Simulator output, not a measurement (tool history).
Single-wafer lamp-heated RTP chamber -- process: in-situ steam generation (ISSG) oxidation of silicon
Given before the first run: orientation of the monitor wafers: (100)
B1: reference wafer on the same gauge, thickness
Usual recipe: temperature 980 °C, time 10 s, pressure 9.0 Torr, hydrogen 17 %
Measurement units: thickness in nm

run 1 hour=0.0 | temperature=993 time=10 pressure=9.0 hydrogen=17 | B1=2.965 | thickness=3.480
-- hour=14.5 pyrometer window cleaned and pyrometer calibrated
run 2 hour=16.8 | temperature=980 time=10 pressure=10.1 hydrogen=17 | B1=2.975 | thickness=3.192
run 3 hour=40.4 | temperature=980 time=10 pressure=9.0 hydrogen=17 | B1=2.968 | thickness=3.267
-- hour=48.5 gauge calibrated
run 4 hour=70.1 | temperature=980 time=7 pressure=9.0 hydrogen=17 | B1=2.968 | thickness=2.828
run 5 hour=91.9 | temperature=980 time=7 pressure=9.0 hydrogen=17 | B1=2.967 | thickness=2.822
run 6 hour=117.9 | temperature=980 time=7 pressure=9.0 hydrogen=17 | B1=2.970 | thickness=2.849
run 7 hour=139.8 | temperature=980 time=10 pressure=9.0 hydrogen=17 | B1=2.973 | thickness=3.296
run 8 hour=176.9 | temperature=980 time=10 pressure=9.0 hydrogen=17 | B1=2.971 | thickness=3.301
run 9 hour=210.2 | temperature=980 time=8 pressure=9.0 hydrogen=17 | B1=2.970 | thickness=3.035
-- hour=223.8 pyrometer window cleaned and pyrometer calibrated
run 10 hour=231.2 | temperature=980 time=8 pressure=9.0 hydrogen=17 | B1=2.969 | thickness=2.971
run 11 hour=245.6 | temperature=980 time=8 pressure=9.0 hydrogen=17 | B1=2.972 | thickness=2.929
run 12 hour=269.5 | temperature=980 time=10 pressure=9.0 hydrogen=11 | B1=2.969 | thickness=2.940
run 13 hour=303.5 | temperature=1000 time=10 pressure=9.0 hydrogen=11 | B1=2.971 | thickness=3.110
run 14 hour=324.4 | temperature=960 time=8 pressure=9.0 hydrogen=17 | B1=2.971 | thickness=2.859
run 15 hour=355.7 | temperature=991 time=10 pressure=8.4 hydrogen=17 | B1=2.976 | thickness=3.423
run 16 hour=371.8 | temperature=980 time=10 pressure=9.0 hydrogen=17 | B1=2.969 | thickness=3.289
run 17 hour=396.1 | temperature=980 time=12 pressure=9.0 hydrogen=24 | B1=2.973 | thickness=3.897
-- hour=407.4 pyrometer window cleaned and pyrometer calibrated
-- hour=408.9 gauge calibrated
run 18 hour=417.2 | temperature=980 time=13 pressure=7.8 hydrogen=17 | B1=2.970 | thickness=3.668
-- hour=444.1 hydrogen flow controller replaced
-- hour=450.5 pressure gauge zeroed
run 19 hour=451.0 | temperature=980 time=7 pressure=9.0 hydrogen=17 | B1=2.967 | thickness=2.810
run 20 hour=468.6 | temperature=980 time=7 pressure=9.0 hydrogen=17 | B1=2.971 | thickness=2.836
run 21 hour=488.5 | temperature=980 time=12 pressure=9.0 hydrogen=20 | B1=2.966 | thickness=3.639
run 22 hour=546.5 | temperature=998 time=14 pressure=8.0 hydrogen=11 | B1=2.971 | thickness=3.658
run 23 hour=568.4 | temperature=980 time=10 pressure=9.0 hydrogen=17 | B1=2.972 | thickness=3.297
run 24 hour=594.8 | temperature=967 time=9 pressure=9.0 hydrogen=17 | B1=2.972 | thickness=3.084

5 ways to go on from here, each from the tool as it stands after run 24. What would each give?
run A hour=595.3 | temperature=980 time=10 pressure=9.0 hydrogen=17 | B1=? | thickness=?
run B hour=595.3 | temperature=965 time=10 pressure=9.0 hydrogen=17 | B1=? | thickness=?
run C hour=595.3 | temperature=980 time=10 pressure=7.7 hydrogen=17 | B1=? | thickness=?
run D hour=595.3 | temperature=991 time=10 pressure=8.2 hydrogen=11 | B1=? | thickness=?
run E hour=595.3 | temperature=970 time=13 pressure=10.2 hydrogen=17 | B1=? | thickness=?

run=A B1=2.974 thickness=3.336
run=B B1=2.974 thickness=3.200
run=C B1=2.974 thickness=3.353
run=D B1=2.974 thickness=3.129
run=E B1=2.974 thickness=3.543
Without the tool's unlogged condition, the same runs would have read:
run=A thickness=3.258
run=B thickness=3.133
run=C thickness=3.275
run=D thickness=3.050
run=E thickness=3.457
